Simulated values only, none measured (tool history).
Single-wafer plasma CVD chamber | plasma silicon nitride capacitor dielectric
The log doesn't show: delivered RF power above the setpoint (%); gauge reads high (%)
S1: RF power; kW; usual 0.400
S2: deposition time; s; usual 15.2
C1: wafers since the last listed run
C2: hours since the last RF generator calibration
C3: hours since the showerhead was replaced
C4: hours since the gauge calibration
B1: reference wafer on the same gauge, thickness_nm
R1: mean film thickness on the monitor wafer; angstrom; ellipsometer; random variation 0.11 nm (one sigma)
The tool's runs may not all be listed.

run,hour,S1,S2,C1,C2,C3,C4,B1,R1
1,0.0,0.465,15.2,0,1587.3,5971.6,1758.1,23.290,200.81
2,39.2,0.400,15.2,1140,1626.5,6010.8,1797.3,23.330,189.95
3,125.3,0.400,15.2,2504,1712.6,6096.9,1883.4,23.336,187.24
4,205.0,0.400,15.2,2318,1792.3,6176.6,1963.1,23.317,189.15
5,258.0,0.400,14.4,1541,1845.3,6229.6,2016.1,23.298,179.01
6,312.0,0.400,14.4,1570,1899.3,6283.6,2070.1,23.307,179.10
7,360.3,0.400,15.2,1405,1947.6,6331.9,2118.4,23.311,189.82
8,427.8,0.400,15.2,1963,2015.1,6399.4,2185.9,23.280,188.61
# hour 452.7: RF generator calibrated
9,512.2,0.455,13.6,2222,59.5,6483.8,2270.3,23.269,181.53
10,564.7,0.455,13.6,1527,112.0,6536.3,2322.8,23.303,182.60
11,670.8,0.400,15.2,3086,218.1,6642.4,2428.9,23.265,191.23
12,711.8,0.400,15.2,1192,259.1,6683.4,2469.9,23.289,193.40
13,759.0,0.400,15.2,1373,306.3,6730.6,2517.1,23.271,192.82
# hour 798.9: showerhead replaced
14,842.6,0.400,15.2,2199,389.9,43.7,2600.7,23.287,192.67
15,1060.3,0.400,15.2,6333,607.6,261.4,2818.4,23.295,191.74
16,1130.5,0.455,15.2,2042,677.8,331.6,2888.6,23.310,201.32
17,1235.7,0.400,16.4,3060,783.0,436.8,2993.8,23.299,208.59
18,1302.2,0.400,16.4,1934,849.5,503.3,3060.3,23.279,204.78
19,1364.9,0.400,15.2,1824,912.2,566.0,3123.0,23.314,189.19
20,1438.3,0.430,13.5,2135,985.6,639.4,3196.4,23.297,175.37
21,1545.4,0.460,15.2,3115,1092.7,746.5,3303.5,23.277,200.35
22,1629.9,0.400,15.2,2458,1177.2,831.0,3388.0,23.283,190.75
23,1705.8,0.320,15.2,2208,1253.1,906.9,3463.9,23.313,172.28
24,1782.8,0.335,16.6,2240,1330.1,983.9,3540.9,23.300,191.92
25,1833.9,0.380,13.9,1486,1381.2,1035.0,3592.0,23.290,169.68
26,1919.4,0.425,15.2,2487,1466.7,1120.5,3677.5,23.296,194.53
27,1975.0,0.400,15.2,1617,1522.3,1176.1,3733.1,23.301,189.01
# hour 2233.1: gauge calibrated
# hour 2235.6: RF generator calibrated
28,2266.4,0.350,17.0,8244,30.8,1467.5,33.3,23.286,205.95
29,2303.3,0.400,12.3,1073,67.7,1504.4,70.2,23.286,156.37
30,2386.7,0.400,17.1,2426,151.1,1587.8,153.6,23.331,218.74
31,2436.0,0.475,17.3,1434,200.4,1637.1,202.9,23.296,234.62
32,2522.0,0.335,16.9,2501,286.4,1723.1,288.9,23.345,199.69
33,2597.6,0.470,16.1,2199,362.0,1798.7,364.5,23.338,215.77
34,2654.7,0.355,15.2,1661,419.1,1855.8,421.6,23.331,182.37
35,2752.9,0.400,17.2,2856,517.3,1954.0,519.8,23.306,216.74
36,2831.0,0.440,16.2,2272,595.4,2032.1,597.9,23.272,211.30
37,2907.9,0.400,15.2,2237,672.3,2109.0,674.8,23.299,191.39
38,2986.5,0.400,16.2,2286,750.9,2187.6,753.4,23.300,203.27
39,3080.4,0.400,15.2,2731,844.8,2281.5,847.3,23.308,191.11
40,3126.7,0.470,13.9,1346,891.1,2327.8,893.6,23.307,185.20
41,3206.9,0.335,15.2,2333,971.3,2408.0,973.8,23.324,177.68
42,3291.1,0.480,17.5,2449,1055.5,2492.2,1058.0,23.320,235.48
43,3346.4,0.430,17.5,1608,1110.8,2547.5,1113.3,23.303,225.78

Hidden state at the last listed run before each entry between runs and at the first one after, where it differs:
Between runs 8 and 9: RF generator calibrated (hour 452.7)
  delivered RF power above the setpoint (%): -8.94 -> -1.5
  measured less the result without the state, R1: -7.01 -> -1.06 angstrom
Between runs 13 and 14: showerhead replaced (hour 798.9)
  delivered RF power above the setpoint (%): -3.85 -> -4.47
  measured less the result without the state, R1: -2.94 -> -3.44 angstrom
Between runs 27 and 28: gauge calibrated (hour 2233.1); RF generator calibrated (hour 2235.6)
  delivered RF power above the setpoint (%): -8.32 -> -1.04
  measured less the result without the state, R1: -6.50 -> -0.83 angstrom

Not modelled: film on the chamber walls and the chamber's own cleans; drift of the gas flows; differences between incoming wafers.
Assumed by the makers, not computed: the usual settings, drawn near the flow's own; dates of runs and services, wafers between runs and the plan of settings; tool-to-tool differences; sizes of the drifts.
